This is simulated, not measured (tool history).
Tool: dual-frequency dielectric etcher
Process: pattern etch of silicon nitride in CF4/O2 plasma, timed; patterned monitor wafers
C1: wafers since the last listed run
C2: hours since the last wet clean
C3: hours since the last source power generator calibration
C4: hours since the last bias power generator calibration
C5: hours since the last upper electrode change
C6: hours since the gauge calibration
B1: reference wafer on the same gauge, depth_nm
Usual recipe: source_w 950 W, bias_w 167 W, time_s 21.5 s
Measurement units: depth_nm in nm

{"run": 1, "hour": 0.0, "source_w": 950, "bias_w": 178, "time_s": 21.5, "C1": 0, "C2": 480.2, "C3": 4288.4, "C4": 1968.7, "C5": 4956.4, "C6": 391.7, "B1": 79.8, "depth_nm": 80.7}
{"run": 2, "hour": 14.6, "source_w": 950, "bias_w": 178, "time_s": 21.5, "C1": 183, "C2": 494.8, "C3": 4303.0, "C4": 1983.3, "C5": 4971.0, "C6": 406.3, "B1": 79.8, "depth_nm": 80.5}
{"run": 3, "hour": 28.3, "source_w": 950, "bias_w": 167, "time_s": 21.5, "C1": 172, "C2": 508.5, "C3": 4316.7, "C4": 1997.0, "C5": 4984.7, "C6": 420.0, "B1": 79.9, "depth_nm": 79.7}
{"run": 4, "hour": 36.9, "source_w": 950, "bias_w": 167, "time_s": 21.5, "C1": 108, "C2": 517.1, "C3": 4325.3, "C4": 2005.6, "C5": 4993.3, "C6": 428.6, "B1": 79.9, "depth_nm": 79.8}
{"run": 5, "hour": 48.5, "source_w": 950, "bias_w": 167, "time_s": 21.5, "C1": 145, "C2": 528.7, "C3": 4336.9, "C4": 2017.2, "C5": 5004.9, "C6": 440.2, "B1": 79.8, "depth_nm": 80.5}
{"run": 6, "hour": 58.9, "source_w": 1120, "bias_w": 180, "time_s": 21.5, "C1": 130, "C2": 539.1, "C3": 4347.3, "C4": 2027.6, "C5": 5015.3, "C6": 450.6, "B1": 79.8, "depth_nm": 92.9}
{"run": 7, "hour": 66.1, "source_w": 950, "bias_w": 207, "time_s": 24.5, "C1": 90, "C2": 546.3, "C3": 4354.5, "C4": 2034.8, "C5": 5022.5, "C6": 457.8, "B1": 79.6, "depth_nm": 96.0}
{"hour": 80.4, "done": "source power generator calibrated"}
{"run": 8, "hour": 80.9, "source_w": 950, "bias_w": 167, "time_s": 21.5, "C1": 135, "C2": 561.1, "C3": 0.5, "C4": 2049.6, "C5": 5037.3, "C6": 472.6, "B1": 79.8, "depth_nm": 79.8}
{"hour": 109.9, "done": "wet clean of the chamber"}
{"run": 9, "hour": 110.4, "source_w": 1130, "bias_w": 167, "time_s": 21.5, "C1": 69, "C2": 0.5, "C3": 30.0, "C4": 2079.1, "C5": 5066.8, "C6": 502.1, "B1": 80.0, "depth_nm": 87.9}
{"run": 10, "hour": 110.7, "source_w": 1100, "bias_w": 167, "time_s": 21.5, "C1": 3, "C2": 0.8, "C3": 30.3, "C4": 2079.4, "C5": 5067.1, "C6": 502.4, "B1": 79.9, "depth_nm": 86.0}
{"hour": 138.4, "done": "upper electrode replaced"}
{"run": 11, "hour": 138.9, "source_w": 950, "bias_w": 167, "time_s": 21.5, "C1": 52, "C2": 29.0, "C3": 58.5, "C4": 2107.6, "C5": 0.5, "C6": 530.6, "B1": 79.8, "depth_nm": 76.6}
{"run": 12, "hour": 139.2, "source_w": 950, "bias_w": 127, "time_s": 26.5, "C1": 3, "C2": 29.3, "C3": 58.8, "C4": 2107.9, "C5": 0.8, "C6": 530.9, "B1": 79.9, "depth_nm": 89.4}
{"hour": 143.2, "done": "gauge calibrated"}
{"run": 13, "hour": 144.5, "source_w": 830, "bias_w": 141, "time_s": 21.5, "C1": 66, "C2": 34.6, "C3": 64.1, "C4": 2113.2, "C5": 6.1, "C6": 1.3, "B1": 79.8, "depth_nm": 67.4}
{"run": 14, "hour": 153.7, "source_w": 950, "bias_w": 144, "time_s": 17.0, "C1": 115, "C2": 43.8, "C3": 73.3, "C4": 2122.4, "C5": 15.3, "C6": 10.5, "B1": 79.8, "depth_nm": 59.2}
{"run": 15, "hour": 169.5, "source_w": 950, "bias_w": 167, "time_s": 21.5, "C1": 198, "C2": 59.6, "C3": 89.1, "C4": 2138.2, "C5": 31.1, "C6": 26.3, "B1": 79.8, "depth_nm": 77.3}
{"hour": 175.1, "done": "bias power generator calibrated"}
{"run": 16, "hour": 186.8, "source_w": 1120, "bias_w": 195, "time_s": 21.5, "C1": 167, "C2": 76.9, "C3": 106.4, "C4": 11.7, "C5": 48.4, "C6": 43.6, "B1": 79.8, "depth_nm": 91.0}
{"run": 17, "hour": 202.9, "source_w": 760, "bias_w": 200, "time_s": 26.0, "C1": 202, "C2": 93.0, "C3": 122.5, "C4": 27.8, "C5": 64.5, "C6": 59.7, "B1": 79.8, "depth_nm": 83.3}
{"run": 18, "hour": 218.9, "source_w": 810, "bias_w": 127, "time_s": 24.0, "C1": 200, "C2": 109.0, "C3": 138.5, "C4": 43.8, "C5": 80.5, "C6": 75.7, "B1": 79.9, "depth_nm": 72.2}
{"run": 19, "hour": 233.6, "source_w": 1020, "bias_w": 189, "time_s": 26.5, "C1": 184, "C2": 123.7, "C3": 153.2, "C4": 58.5, "C5": 95.2, "C6": 90.4, "B1": 79.9, "depth_nm": 103.8}
{"run": 20, "hour": 245.7, "source_w": 1180, "bias_w": 167, "time_s": 21.5, "C1": 151, "C2": 135.8, "C3": 165.3, "C4": 70.6, "C5": 107.3, "C6": 102.5, "B1": 79.8, "depth_nm": 92.2}
{"run": 21, "hour": 254.5, "source_w": 1040, "bias_w": 208, "time_s": 21.5, "C1": 110, "C2": 144.6, "C3": 174.1, "C4": 79.4, "C5": 116.1, "C6": 111.3, "B1": 79.9, "depth_nm": 87.4}
{"run": 22, "hour": 261.0, "source_w": 950, "bias_w": 187, "time_s": 17.0, "C1": 81, "C2": 151.1, "C3": 180.6, "C4": 85.9, "C5": 122.6, "C6": 117.8, "B1": 79.8, "depth_nm": 63.0}
{"run": 23, "hour": 271.8, "source_w": 950, "bias_w": 167, "time_s": 21.5, "C1": 135, "C2": 161.9, "C3": 191.4, "C4": 96.7, "C5": 133.4, "C6": 128.6, "B1": 79.8, "depth_nm": 78.2}
{"run": 24, "hour": 280.1, "source_w": 950, "bias_w": 167, "time_s": 21.5, "C1": 104, "C2": 170.2, "C3": 199.7, "C4": 105.0, "C5": 141.7, "C6": 136.9, "B1": 79.8, "depth_nm": 78.1}
{"run": 25, "hour": 291.9, "source_w": 950, "bias_w": 136, "time_s": 26.5, "C1": 148, "C2": 182.0, "C3": 211.5, "C4": 116.8, "C5": 153.5, "C6": 148.7, "B1": 79.7, "depth_nm": 92.2}
{"run": 26, "hour": 308.2, "source_w": 730, "bias_w": 153, "time_s": 21.5, "C1": 204, "C2": 198.3, "C3": 227.8, "C4": 133.1, "C5": 169.8, "C6": 165.0, "B1": 79.7, "depth_nm": 63.3}
{"run": 27, "hour": 316.2, "source_w": 740, "bias_w": 167, "time_s": 21.5, "C1": 100, "C2": 206.3, "C3": 235.8, "C4": 141.1, "C5": 177.8, "C6": 173.0, "B1": 79.8, "depth_nm": 65.3}
{"run": 28, "hour": 332.4, "source_w": 790, "bias_w": 167, "time_s": 17.5, "C1": 203, "C2": 222.5, "C3": 252.0, "C4": 157.3, "C5": 194.0, "C6": 189.2, "B1": 79.7, "depth_nm": 55.5}
{"run": 29, "hour": 350.0, "source_w": 950, "bias_w": 143, "time_s": 21.5, "C1": 221, "C2": 240.1, "C3": 269.6, "C4": 174.9, "C5": 211.6, "C6": 206.8, "B1": 79.8, "depth_nm": 75.9}

Give the tool's hidden conditions for every run:
source power that arrives over what is set, %: 0 at every run
bias power that arrives over what is set, %: 0 at every run
gauge reads high (%): 0 at every run
H1: etch rate over this chamber's usual, %
run=1 H1=2.9
run=2 H1=3.01
run=3 H1=3.11
run=4 H1=3.18
run=5 H1=3.27
run=6 H1=3.34
run=7 H1=3.4
run=8 H1=3.51
run=9 H1=-0.751
run=10 H1=-0.749
run=11 H1=-0.537
run=12 H1=-0.535
run=13 H1=-0.495
run=14 H1=-0.426
run=15 H1=-0.307
run=16 H1=-0.177
run=17 H1=-0.0561
run=18 H1=0.0641
run=19 H1=0.175
run=20 H1=0.266
run=21 H1=0.332
run=22 H1=0.381
run=23 H1=0.462
run=24 H1=0.524
run=25 H1=0.613
run=26 H1=0.735
run=27 H1=0.796
run=28 H1=0.917
run=29 H1=1.05
